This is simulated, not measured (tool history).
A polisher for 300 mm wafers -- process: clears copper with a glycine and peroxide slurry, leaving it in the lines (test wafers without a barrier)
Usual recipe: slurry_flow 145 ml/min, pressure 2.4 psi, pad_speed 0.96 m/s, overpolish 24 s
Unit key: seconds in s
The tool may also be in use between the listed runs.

| run | hour | slurry_flow | pressure | pad_speed | overpolish | wafers since the last listed run | wafers polished on this pad | hours since the slurry nozzle was cleaned | hours since the head pressure was calibrated | incoming thickness of the incoming film, nm | seconds |
|---|---|---|---|---|---|---|---|---|---|---|---|
| 1 | 0.0 | 145 | 2.4 | 0.96 | 24 | 0 | 67 | 378.1 | 63.8 | 599.1 | 167.9 |
| 2 | 88.4 | 145 | 2.4 | 0.96 | 24 | 448 | 515 | 466.5 | 152.2 | 596.4 | 162.1 |
| 3 | 188.3 | 145 | 2.4 | 1.06 | 24 | 506 | 1022 | 566.4 | 252.1 | 591.1 | 159.2 |
| 4 | 275.0 | 180 | 2.4 | 0.96 | 17 | 439 | 1462 | 653.1 | 338.8 | 591.7 | 175.1 |
|  | 280.5 | worn pad replaced by a new one |
| 5 | 344.8 | 145 | 2.4 | 0.96 | 24 | 333 | 326 | 722.9 | 408.6 | 601.9 | 163.7 |
| 6 | 384.2 | 145 | 2.4 | 0.96 | 24 | 199 | 525 | 762.3 | 448.0 | 603.8 | 160.6 |
| 7 | 475.3 | 180 | 2.4 | 0.96 | 14 | 461 | 987 | 853.4 | 539.1 | 587.3 | 160.5 |
|  | 511.2 | slurry nozzle cleaned |
|  | 533.2 | head pressure recalibrated |
|  | 561.8 | worn pad replaced by a new one |
| 8 | 580.3 | 180 | 2.4 | 0.96 | 14 | 496 | 94 | 69.1 | 47.1 | 592.5 | 156.9 |
| 9 | 623.2 | 180 | 2.4 | 0.96 | 14 | 217 | 311 | 112.0 | 90.0 | 605.6 | 162.5 |
| 10 | 665.7 | 145 | 3.0 | 0.96 | 24 | 215 | 527 | 154.5 | 132.5 | 591.5 | 140.1 |
| 11 | 741.6 | 145 | 2.4 | 0.96 | 37 | 384 | 911 | 230.4 | 208.4 | 589.4 | 174.5 |
| 12 | 815.6 | 190 | 2.4 | 0.96 | 33 | 375 | 1287 | 304.4 | 282.4 | 595.8 | 172.5 |
|  | 878.7 | worn pad replaced by a new one |
| 13 | 900.9 | 145 | 2.4 | 1.22 | 24 | 412 | 112 | 389.7 | 367.7 | 604.8 | 134.3 |
| 14 | 984.7 | 145 | 2.4 | 1.08 | 24 | 424 | 537 | 473.5 | 451.5 | 591.7 | 146.4 |
| 15 | 1043.1 | 165 | 2.4 | 0.80 | 24 | 296 | 833 | 531.9 | 509.9 | 597.9 | 185.0 |
| 16 | 1103.6 | 115 | 2.7 | 0.82 | 11 | 306 | 1140 | 592.4 | 570.4 | 590.0 | 193.2 |
|  | 1133.0 | worn pad replaced by a new one |
| 17 | 1160.7 | 145 | 2.4 | 0.66 | 31 | 269 | 140 | 649.5 | 627.5 | 590.1 | 213.8 |
|  | 1217.8 | head pressure recalibrated |
| 18 | 1221.2 | 145 | 2.4 | 0.96 | 24 | 296 | 437 | 710.0 | 3.4 | 598.9 | 161.6 |
|  | 1265.8 | slurry nozzle cleaned |
| 19 | 1273.7 | 145 | 2.4 | 0.96 | 24 | 261 | 698 | 7.9 | 55.9 | 595.5 | 163.6 |
| 20 | 1331.8 | 145 | 3.2 | 0.70 | 15 | 294 | 992 | 66.0 | 114.0 | 604.9 | 179.1 |
|  | 1375.0 | worn pad replaced by a new one |
| 21 | 1399.1 | 100 | 2.4 | 1.24 | 11 | 320 | 122 | 133.3 | 181.3 | 593.7 | 147.9 |

Forecast each of these 3 alternatives for the next run:
| A | 1399.6 | 145 | 2.4 | 1.18 | 24 | 2 | 124 | 133.8 | 181.8 | 599.2 | ? |
| B | 1399.6 | 145 | 2.0 | 0.96 | 24 | 2 | 124 | 133.8 | 181.8 | 599.2 | ? |
| C | 1399.6 | 165 | 2.4 | 0.96 | 19 | 2 | 124 | 133.8 | 181.8 | 599.2 | ? |

| run | seconds |
|---|---|
| A | 140.9 |
| B | 190.4 |
| C | 162.7 |
Had the tool no hidden state, the same runs would have come out as:
| run | seconds |
|---|---|
| A | 136.6 |
| B | 184.6 |
| C | 157.8 |
